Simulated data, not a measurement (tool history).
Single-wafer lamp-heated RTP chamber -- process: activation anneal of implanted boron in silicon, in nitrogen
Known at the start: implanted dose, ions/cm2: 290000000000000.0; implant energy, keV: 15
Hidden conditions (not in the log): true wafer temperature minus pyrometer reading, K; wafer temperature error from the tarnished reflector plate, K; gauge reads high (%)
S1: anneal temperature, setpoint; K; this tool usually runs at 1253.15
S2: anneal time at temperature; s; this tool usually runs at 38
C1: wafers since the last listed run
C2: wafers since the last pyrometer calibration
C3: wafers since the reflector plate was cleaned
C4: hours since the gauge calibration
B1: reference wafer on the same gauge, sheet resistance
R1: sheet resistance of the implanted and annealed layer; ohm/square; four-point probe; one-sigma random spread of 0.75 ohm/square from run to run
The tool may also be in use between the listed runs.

run 1 hour=0.0 | S1=1253.15 S2=38 | C1=0 C2=1430 C3=6627 C4=156.9 | B1=375.98 | R1=336.55
run 2 hour=14.9 | S1=1263.15 S2=50 | C1=118 C2=1548 C3=6745 C4=171.8 | B1=376.15 | R1=331.66
run 3 hour=20.9 | S1=1263.15 S2=50 | C1=47 C2=1596 C3=6793 C4=177.8 | B1=376.07 | R1=331.41
run 4 hour=28.1 | S1=1263.15 S2=50 | C1=57 C2=1653 C3=6850 C4=185.0 | B1=375.79 | R1=332.49
run 5 hour=36.1 | S1=1253.15 S2=38 | C1=63 C2=1717 C3=6913 C4=193.0 | B1=376.10 | R1=334.64
-- hour=47.4 gauge calibrated
-- hour=53.2 pyrometer window cleaned and pyrometer calibrated
run 6 hour=53.7 | S1=1253.15 S2=38 | C1=76 C2=3 C3=6990 C4=6.3 | B1=375.89 | R1=340.97
run 7 hour=58.4 | S1=1253.15 S2=38 | C1=37 C2=41 C3=7027 C4=11.0 | B1=375.99 | R1=340.36
-- hour=67.3 reflector plate cleaned
run 8 hour=69.8 | S1=1225.15 S2=27 | C1=27 C2=68 C3=19 C4=22.4 | B1=376.04 | R1=384.96
run 9 hour=102.2 | S1=1266.15 S2=38 | C1=257 C2=325 C3=277 C4=54.8 | B1=375.88 | R1=333.86
run 10 hour=112.3 | S1=1281.15 S2=22 | C1=80 C2=405 C3=357 C4=64.9 | B1=376.06 | R1=332.74
run 11 hour=125.0 | S1=1253.15 S2=38 | C1=100 C2=506 C3=458 C4=77.6 | B1=375.81 | R1=339.57
run 12 hour=136.0 | S1=1253.15 S2=29 | C1=87 C2=594 C3=545 C4=88.6 | B1=376.00 | R1=342.73
run 13 hour=147.1 | S1=1227.15 S2=27 | C1=88 C2=682 C3=633 C4=99.7 | B1=376.03 | R1=377.63
run 14 hour=156.9 | S1=1232.15 S2=17 | C1=77 C2=760 C3=711 C4=109.5 | B1=376.00 | R1=373.41

Some steps in R1, run to run, broken into two amounts with sign: the step expected even without the hidden condition (settings, incoming material, random variation), and the rest, left for the hidden condition together with whatever gauge scatter is not in both the measured and the hidden-condition-free result:
Run 8 -> 9: S1 1225.15 -> 1266.15, S2 27 -> 38. R1 -51.10 ohm/square: hidden state +2.84, all else -53.94.
Run 12 -> 13: S1 1253.15 -> 1227.15, S2 29 -> 27. R1 +34.90 ohm/square: hidden state -4.83, all else +39.73.

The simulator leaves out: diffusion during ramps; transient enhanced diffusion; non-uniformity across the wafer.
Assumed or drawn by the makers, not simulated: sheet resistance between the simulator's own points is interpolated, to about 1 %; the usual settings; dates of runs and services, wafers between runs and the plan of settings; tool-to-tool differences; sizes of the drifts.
